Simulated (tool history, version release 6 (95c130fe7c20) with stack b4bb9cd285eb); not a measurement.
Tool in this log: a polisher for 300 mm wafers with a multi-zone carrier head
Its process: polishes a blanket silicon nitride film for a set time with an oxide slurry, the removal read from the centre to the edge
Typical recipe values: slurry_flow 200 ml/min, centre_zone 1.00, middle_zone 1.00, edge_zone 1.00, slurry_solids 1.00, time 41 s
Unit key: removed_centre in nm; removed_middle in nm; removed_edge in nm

run   hour  slurry_flow  centre_zone  middle_zone  edge_zone  slurry_solids  time  incoming thickness of the incoming film, nm  removed_centre  removed_middle  removed_edge
  1    0.0          200         1.11         1.03       0.90           1.00    46                                        498.3            46.1            41.3          38.9
  2   13.4          135         1.00         1.00       1.00           0.75    51                                        492.8            36.1            35.6          36.2
      31.0  -- worn pad replaced by a new one
  3   31.5          135         1.00         1.00       1.00           0.80    49                                        501.6            37.0            35.8          36.8
  4   46.2          145         1.00         0.90       1.00           0.75    41                                        499.9            29.6            26.7          29.5
  5   53.9          200         1.00         0.91       1.00           1.00    41                                        500.3            37.1            33.1          36.0
  6   62.0          200         1.00         1.05       0.90           1.00    49                                        503.0            44.5            44.9          40.6
  7   73.9          200         1.00         1.00       1.00           1.25    35                                        494.6            35.5            34.1          34.2
  8   90.7          255         1.00         1.00       1.12           1.00    30                                        498.1            28.0            26.8          28.7
  9   97.4          200         1.00         1.00       1.00           1.00    41                                        490.4            37.6            35.2          35.7
 10  105.3          200         1.00         1.00       1.00           1.00    41                                        501.2            36.8            35.5          34.7
     119.6  -- edge zone pressure recalibrated
 11  121.4          200         1.00         0.97       1.00           1.00    41                                        496.2            37.0            34.7          36.4
 12  134.5          200         1.00         1.00       1.00           1.00    41                                        499.2            36.2            35.0          36.9
     146.2  -- worn pad replaced by a new one
 13  146.7          180         0.95         1.00       1.08           1.00    48                                        499.6            39.3            40.5          43.0
 14  188.1          145         1.00         1.00       1.00           1.00    32                                        502.0            27.2            25.7          26.0
 15  200.3          200         1.00         1.00       0.91           1.00    47                                        507.4            41.5            41.1          38.6
 16  210.9          200         1.00         1.00       1.00           1.00    41                                        489.7            36.0            35.2          35.8
 17  220.8          200         1.00         0.95       1.00           0.75    41                                        493.9            30.4            28.0          29.3
 18  238.3          150         0.92         1.00       1.00           1.00    52                                        502.5            40.4            43.1          43.6
 19  250.2          200         1.00         0.95       1.00           0.75    47                                        505.7            34.8            32.6          34.5
 20  262.4          200         1.00         1.00       1.03           1.30    50                                        508.8            50.3            48.7          49.7
     277.5  -- worn pad replaced by a new one
 21  278.0          200         1.00         1.00       1.00           1.10    45                                        501.0            41.9            39.4          41.0
 22  291.2          200         1.00         1.00       1.00           1.00    41                                        494.5            35.7            34.8          35.6
 23  307.2          200         1.00         0.93       1.00           1.00    41                                        506.3            35.7            32.1          35.0

Hidden state, per run?
removal rate lost through wear of the pad, %: 0 across all the runs
deviation of the centre zone's pressure from its setpoint, %: 0 across all the runs
deviation of the edge zone's pressure from its setpoint, %: 0 across all the runs
H1: slurry flow missing at the pad, %
run    H1
  1  8.85
  2  10.7
  3    13
  4  14.8
  5  15.6
  6  16.6
  7  17.8
  8  19.6
  9  20.2
 10    21
 11  22.4
 12  23.6
 13  24.6
 14  27.6
 15  28.5
 16  29.1
 17  29.8
 18  30.8
 19  31.5
 20  32.1
 21  32.9
 22  33.5
 23  34.3
